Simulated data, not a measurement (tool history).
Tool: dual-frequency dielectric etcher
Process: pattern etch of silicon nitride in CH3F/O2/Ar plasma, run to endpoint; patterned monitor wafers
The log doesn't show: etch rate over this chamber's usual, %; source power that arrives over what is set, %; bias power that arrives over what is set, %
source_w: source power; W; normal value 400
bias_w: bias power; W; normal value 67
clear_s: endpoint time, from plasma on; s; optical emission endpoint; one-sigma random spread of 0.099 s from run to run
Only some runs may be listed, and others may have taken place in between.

run	hour	source_w	bias_w	wafers since the last listed run	hours since the last wet clean	hours since the last source power generator calibration	hours since the last bias power generator calibration	hours since the last upper electrode change	incoming incoming film thickness, nm	clear_s
1	0.0	400	67	0	86.5	1744.2	2754.1	1730.3	20.71	33.1
2	32.5	400	67	602	119.0	1776.7	2786.6	1762.8	20.92	33.6
3	98.0	400	67	1214	184.5	1842.2	2852.1	1828.3	20.90	33.5
4	117.2	400	67	356	203.7	1861.4	2871.3	1847.5	20.37	32.7
5	139.3	400	67	409	225.8	1883.5	2893.4	1869.6	21.02	33.8
6	152.1	400	67	237	238.6	1896.3	2906.2	1882.4	20.80	33.4
7	177.7	400	67	474	264.2	1921.9	2931.8	1908.0	20.98	33.9
8	194.0	400	67	302	280.5	1938.2	2948.1	1924.3	20.71	33.2
9	295.4	400	67	1880	381.9	2039.6	3049.5	2025.7	20.82	33.5
# hour 322.1: wet clean of the chamber
10	322.6	400	67	59	0.5	2066.8	3076.7	2052.9	20.96	33.8
11	339.7	400	67	317	17.6	2083.9	3093.8	2070.0	20.87	33.6
12	352.5	320	73	237	30.4	2096.7	3106.6	2082.8	20.74	36.6
13	367.6	320	73	280	45.5	2111.8	3121.7	2097.9	20.83	36.6
14	398.9	460	67	580	76.8	2143.1	3153.0	2129.2	20.77	31.1
15	418.8	400	67	369	96.7	2163.0	3172.9	2149.1	20.69	33.3
16	439.3	400	67	380	117.2	2183.5	3193.4	2169.6	20.92	33.7
17	547.2	350	81	2001	225.1	2291.4	3301.3	2277.5	20.71	34.0
18	569.0	310	52	404	246.9	2313.2	3323.1	2299.3	20.73	40.4
19	590.1	350	84	391	268.0	2334.3	3344.2	2320.4	20.86	34.0
20	624.7	310	80	641	302.6	2368.9	3378.8	2355.0	20.84	36.4
21	649.4	300	67	458	327.3	2393.6	3403.5	2379.7	20.81	38.8
# hour 697.8: wet clean of the chamber
# hour 698.2: source power generator calibrated
22	698.7	340	67	461	0.9	0.5	3452.8	2429.0	20.56	34.6
23	702.1	400	54	63	4.3	3.9	3456.2	2432.4	20.93	34.2
24	717.5	310	60	285	19.7	19.3	3471.6	2447.8	20.62	37.8
25	748.9	400	67	582	51.1	50.7	3503.0	2479.2	20.73	32.2
26	781.4	400	67	602	83.6	83.2	3535.5	2511.7	20.65	32.2
# hour 798.1: bias power generator calibrated
27	798.6	500	53	244	100.8	100.4	0.5	2528.9	20.93	30.9
# hour 826.2: upper electrode replaced
28	829.4	450	57	126	131.6	131.2	31.3	3.2	20.72	31.7
29	913.1	460	79	1552	215.3	214.9	115.0	86.9	20.83	29.2
30	942.3	480	73	541	244.5	244.1	144.2	116.1	20.59	29.2
31	973.9	330	55	586	276.1	275.7	175.8	147.7	20.80	38.0
32	994.2	490	67	376	296.4	296.0	196.1	168.0	20.98	30.0
# hour 1054.0: wet clean of the chamber
33	1058.0	400	67	738	4.0	359.8	259.9	231.8	20.91	33.0
34	1090.4	370	67	601	36.4	392.2	292.3	264.2	20.66	33.8
35	1120.0	400	81	549	66.0	421.8	321.9	293.8	20.76	31.0

Branching from run 35: 4 alternative next runs. What would each branch give?
A	1120.4	400	53	7	66.4	422.2	322.3	294.2	20.71	?
B	1120.4	310	67	7	66.4	422.2	322.3	294.2	20.71	?
C	1120.4	300	74	7	66.4	422.2	322.3	294.2	20.71	?
D	1120.4	310	63	7	66.4	422.2	322.3	294.2	20.71	?

run	clear_s
A	34.5
B	37.4
C	37.1
D	37.9
The same runs, with their run-to-run variation unchanged, on a tool lacking any hidden condition would have given:
run	clear_s
A	34.1
B	36.9
C	36.6
D	37.4
